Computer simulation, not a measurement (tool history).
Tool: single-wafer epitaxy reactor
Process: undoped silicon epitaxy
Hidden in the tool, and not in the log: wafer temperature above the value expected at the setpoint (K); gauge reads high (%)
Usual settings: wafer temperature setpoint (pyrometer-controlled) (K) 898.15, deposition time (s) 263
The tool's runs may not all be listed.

| run | hour | wafer temperature setpoint (pyrometer-controlled) (K) | deposition time (s) | wafers since the last listed run | hours since the last pyrometer calibration | hours since the gauge calibration | read-back reference wafer on the same gauge, thickness_nm | mean film thickness on the monitor wafer (angstrom) |
|---|---|---|---|---|---|---|---|---|
| 1 | 0 | 898.15 | 239 | 0 | 1415 | 683.3 | 27.602 | 217.26 |
| 2 | 53.8 | 898.15 | 263 | 327 | 1468.8 | 737.1 | 27.596 | 237.47 |
| 3 | 114.7 | 898.15 | 263 | 371 | 1529.7 | 798 | 27.574 | 238.86 |
| 4 | 186.2 | 898.15 | 263 | 435 | 1601.2 | 869.5 | 27.578 | 239.34 |
|  | 234.1 | gauge calibrated |
| 5 | 244 | 898.15 | 232 | 352 | 1659 | 9.9 | 27.592 | 211.68 |
| 6 | 271.3 | 898.15 | 232 | 166 | 1686.3 | 37.2 | 27.585 | 211.12 |
| 7 | 317.7 | 898.15 | 298 | 282 | 1732.7 | 83.6 | 27.609 | 271.38 |
| 8 | 349.4 | 901.15 | 237 | 193 | 1764.4 | 115.3 | 27.618 | 229.98 |
| 9 | 415.1 | 901.15 | 237 | 400 | 1830.1 | 181 | 27.557 | 229.41 |
| 10 | 457.2 | 901.15 | 237 | 256 | 1872.2 | 223.1 | 27.616 | 231.35 |
| 11 | 520.9 | 898.15 | 263 | 388 | 1935.9 | 286.8 | 27.608 | 241.66 |
| 12 | 550.4 | 908.15 | 263 | 179 | 1965.4 | 316.3 | 27.592 | 294.89 |
| 13 | 594.7 | 898.15 | 263 | 269 | 2009.7 | 360.6 | 27.61 | 241.08 |
| 14 | 646.6 | 902.15 | 223 | 316 | 2061.6 | 412.5 | 27.606 | 222.18 |
| 15 | 697.4 | 892.15 | 263 | 309 | 2112.4 | 463.3 | 27.606 | 212.73 |
| 16 | 750.4 | 898.15 | 212 | 323 | 2165.4 | 516.3 | 27.604 | 193.79 |
| 17 | 822.2 | 898.15 | 235 | 437 | 2237.2 | 588.1 | 27.591 | 216.96 |
|  | 835 | pyrometer calibrated |
| 18 | 867.3 | 906.15 | 236 | 226 | 32.3 | 633.2 | 27.597 | 247.45 |
| 19 | 936.8 | 898.15 | 212 | 423 | 101.8 | 702.7 | 27.576 | 190.82 |
| 20 | 976.5 | 893.15 | 224 | 241 | 141.5 | 742.4 | 27.624 | 181.56 |
| 21 | 1013.4 | 907.15 | 293 | 224 | 178.4 | 779.3 | 27.592 | 314.18 |
|  | 1038 | gauge calibrated |
| 22 | 1082.8 | 886.15 | 287 | 422 | 247.8 | 44.8 | 27.553 | 201.32 |
| 23 | 1145.5 | 886.15 | 245 | 382 | 310.5 | 107.5 | 27.606 | 172.5 |
| 24 | 1184.3 | 893.15 | 240 | 236 | 349.3 | 146.3 | 27.576 | 194.59 |
| 25 | 1225 | 898.15 | 241 | 248 | 390 | 187 | 27.587 | 216.4 |
| 26 | 1359.5 | 892.15 | 224 | 819 | 524.5 | 321.5 | 27.589 | 178.33 |
| 27 | 1408.8 | 898.15 | 263 | 300 | 573.8 | 370.8 | 27.592 | 235.57 |
| 28 | 1436.3 | 906.15 | 236 | 167 | 601.3 | 398.3 | 27.63 | 248.93 |

Forecast run 29:
| 29 | 1499.2 | 903.15 | 214 | 383 | 664.2 | 461.2 | ? | ? |

read-back reference wafer on the same gauge, thickness_nm: 27.643
mean film thickness on the monitor wafer (angstrom): 212.75
Without the tool's hidden state the same run would have given mean film thickness on the monitor wafer (angstrom) 212.57.
